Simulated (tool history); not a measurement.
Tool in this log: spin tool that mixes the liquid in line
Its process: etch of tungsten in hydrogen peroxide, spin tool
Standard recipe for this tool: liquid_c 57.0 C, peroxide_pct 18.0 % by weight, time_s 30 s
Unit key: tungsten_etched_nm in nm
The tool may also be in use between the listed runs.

run	hour	liquid_c	peroxide_pct	time_s	wafers since the last listed run	hours since the thermometer was replaced	hours since the peroxide flow meter was replaced	hours since the heated supply line was repaired	hours since the drum of peroxide was connected	hours since the gauge calibration	read-back film thickness of the tungsten reference wafer, read on the same gauge (nm)	tungsten_etched_nm
1	0.0	57.0	18.0	30	0	364.6	1508.0	923.5	192.6	1498.4	49.99	64.25
2	27.3	57.0	18.0	30	360	391.9	1535.3	950.8	219.9	1525.7	49.96	63.79
3	86.3	57.0	18.0	30	778	450.9	1594.3	1009.8	278.9	1584.7	49.99	64.28
4	113.5	49.0	18.0	30	358	478.1	1621.5	1037.0	306.1	1611.9	49.96	39.63
5	168.5	57.0	18.0	30	725	533.1	1676.5	1092.0	361.1	1666.9	50.03	65.30
6	210.0	57.0	22.5	30	547	574.6	1718.0	1133.5	402.6	1708.4	50.03	72.64
7	265.9	57.0	18.0	30	737	630.5	1773.9	1189.4	458.5	1764.3	50.03	64.87
8	337.3	57.0	12.5	30	941	701.9	1845.3	1260.8	529.9	1835.7	49.94	53.80
# hour 357.1: heated supply line repaired
9	374.7	57.0	13.0	30	480	739.3	1882.7	17.6	567.3	1873.1	50.00	55.37
10	429.6	57.0	18.0	30	724	794.2	1937.6	72.5	622.2	1928.0	50.03	65.48
11	481.7	57.0	18.0	30	687	846.3	1989.7	124.6	674.3	1980.1	49.98	64.95
12	522.5	57.0	22.0	15	538	887.1	2030.5	165.4	715.1	2020.9	49.95	36.37
13	565.0	57.0	18.0	30	560	929.6	2073.0	207.9	757.6	2063.4	49.98	64.95
# hour 585.0: peroxide flow meter replaced
14	618.5	61.5	18.0	30	692	983.1	33.5	261.4	811.1	2116.9	50.02	78.65
15	678.6	57.0	18.0	30	792	1043.2	93.6	321.5	871.2	2177.0	50.03	60.38
# hour 698.1: gauge calibrated
16	715.6	57.0	18.0	30	488	1080.2	130.6	358.5	908.2	17.5	50.00	60.88
17	757.1	57.0	18.0	30	547	1121.7	172.1	400.0	949.7	59.0	49.96	61.37
18	795.3	57.0	14.5	25	503	1159.9	210.3	438.2	987.9	97.2	49.99	46.50
19	820.4	57.0	18.0	30	331	1185.0	235.4	463.3	1013.0	122.3	50.01	62.18
20	852.7	57.0	18.0	15	426	1217.3	267.7	495.6	1045.3	154.6	50.04	30.47
21	878.6	60.0	21.0	30	341	1243.2	293.6	521.5	1071.2	180.5	49.99	80.32
22	1081.7	51.5	16.0	15	2678	1446.3	496.7	724.6	1274.3	383.6	50.01	20.86
23	1134.4	47.0	20.0	30	695	1499.0	549.4	777.3	1327.0	436.3	49.97	35.97
24	1206.0	63.0	18.0	15	944	1570.6	621.0	848.9	1398.6	507.9	49.99	43.43
# hour 1231.3: new drum of peroxide connected
25	1244.8	50.5	15.5	15	498	1609.4	659.8	887.7	13.5	546.7	50.00	19.30
26	1285.4	54.0	15.0	20	535	1650.0	700.4	928.3	54.1	587.3	49.95	31.30

Measured result minus the same run's result without the hidden state. Both carry the same run-to-run variation, though not necessarily the same gauge scatter:
The tool's hidden condition here consists of: liquid hotter than its thermometer reads (K); peroxide flow above the setpoint (%); temperature lost on the way to the wafer (K); peroxide weaker than its label (%); gauge reads high (%).
run	tungsten_etched_nm
1	+3.38
2	+3.39
3	+3.52
4	+2.19
5	+3.70
6	+4.19
7	+3.83
8	+3.27
9	+3.41
10	+4.12
11	+4.16
12	+2.37
13	+4.29
14	+0.25
15	+0.29
16	+0.36
17	+0.43
18	+0.38
19	+0.55
20	+0.30
21	+0.83
22	+0.33
23	+0.63
24	+0.84
25	+0.39
26	+0.68
